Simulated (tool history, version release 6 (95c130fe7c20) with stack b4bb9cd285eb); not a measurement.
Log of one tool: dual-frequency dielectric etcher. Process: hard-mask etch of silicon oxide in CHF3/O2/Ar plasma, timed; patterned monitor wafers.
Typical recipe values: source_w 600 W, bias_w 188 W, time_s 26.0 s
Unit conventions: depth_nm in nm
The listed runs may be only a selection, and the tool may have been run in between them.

run,day,source_w,bias_w,time_s,wafers since the last listed run,hours since the last wet clean,hours since the last source power generator calibration,hours since the last bias power generator calibration,hours since the last upper electrode change,hours since the gauge calibration,"read-back reference wafer on the same gauge, depth_nm",depth_nm
1,0.000,600,188,26.0,0,550.4,1023.6,2566.7,3132.0,1202.6,42.8,49.7
2,3.612,600,188,23.0,1457,637.1,1110.3,2653.4,3218.7,1289.3,42.8,43.9
# day 5.908: wet clean of the chamber
3,7.225,600,188,23.0,1054,31.6,1197.0,2740.1,3305.4,1376.0,42.8,44.2
# day 8.262: bias power generator calibrated
4,10.058,710,188,26.0,1076,99.6,1265.0,43.1,3373.4,1444.0,42.8,50.8
5,12.683,710,188,26.0,1059,162.6,1328.0,106.1,3436.4,1507.0,42.8,51.0
6,16.988,710,188,26.0,1737,265.9,1431.3,209.4,3539.7,1610.3,42.7,50.6
# day 21.679: upper electrode replaced
7,25.212,600,188,26.0,2915,463.3,1628.7,406.8,84.8,1807.7,42.8,49.2
# day 25.854: bias power generator calibrated, repeated, since the last time left the tool worse
8,30.500,730,233,23.5,2066,590.2,1755.6,111.5,211.7,1934.6,42.8,52.6
# day 35.108: wet clean of the chamber
9,35.129,690,203,19.5,1464,0.5,1866.7,222.6,322.8,2045.7,42.8,40.0
10,36.017,660,188,28.5,358,21.8,1888.0,243.9,344.1,2067.0,42.8,56.3
11,37.817,650,207,19.0,726,65.0,1931.2,287.1,387.3,2110.2,42.8,39.4
# day 38.288: source power generator calibrated
12,41.200,700,201,23.5,1298,146.2,69.9,368.3,468.5,2191.4,42.8,48.4
13,44.938,600,230,26.0,1508,235.9,159.6,458.0,558.2,2281.1,42.8,55.2
14,47.729,450,225,30.5,1126,302.9,226.6,525.0,625.2,2348.1,42.7,60.4
15,50.283,600,188,23.5,1030,364.2,287.9,586.3,686.5,2409.4,42.8,45.2
16,54.088,600,188,26.0,1535,455.5,379.2,677.6,777.8,2500.7,42.8,50.1
17,57.567,730,188,26.0,1404,539.0,462.7,761.1,861.3,2584.2,42.9,52.5
# day 58.650: wet clean of the chamber
# day 59.779: gauge calibrated
18,60.033,600,144,34.0,591,33.2,521.9,820.3,920.5,6.1,42.8,58.3
19,64.079,600,188,33.0,1632,130.3,619.0,917.4,1017.6,103.2,42.8,63.5
20,66.958,600,188,26.0,1161,199.4,688.1,986.5,1086.7,172.3,42.8,50.2
21,70.612,600,171,26.0,1474,287.1,775.8,1074.2,1174.4,260.0,42.7,48.1
22,83.858,600,175,23.5,5345,605.0,1093.7,1392.1,1492.3,577.9,42.9,43.9

What does the tool deliver on the next run?
# day 85.775: wet clean of the chamber
23,86.508,600,188,26.0,665,17.6,1157.3,1455.7,1555.9,641.5,?,?

read-back reference wafer on the same gauge, depth_nm: 42.8
depth_nm: 50.2 nm
The same run, on a tool lacking any hidden state, would have yielded depth_nm 50.6 nm.

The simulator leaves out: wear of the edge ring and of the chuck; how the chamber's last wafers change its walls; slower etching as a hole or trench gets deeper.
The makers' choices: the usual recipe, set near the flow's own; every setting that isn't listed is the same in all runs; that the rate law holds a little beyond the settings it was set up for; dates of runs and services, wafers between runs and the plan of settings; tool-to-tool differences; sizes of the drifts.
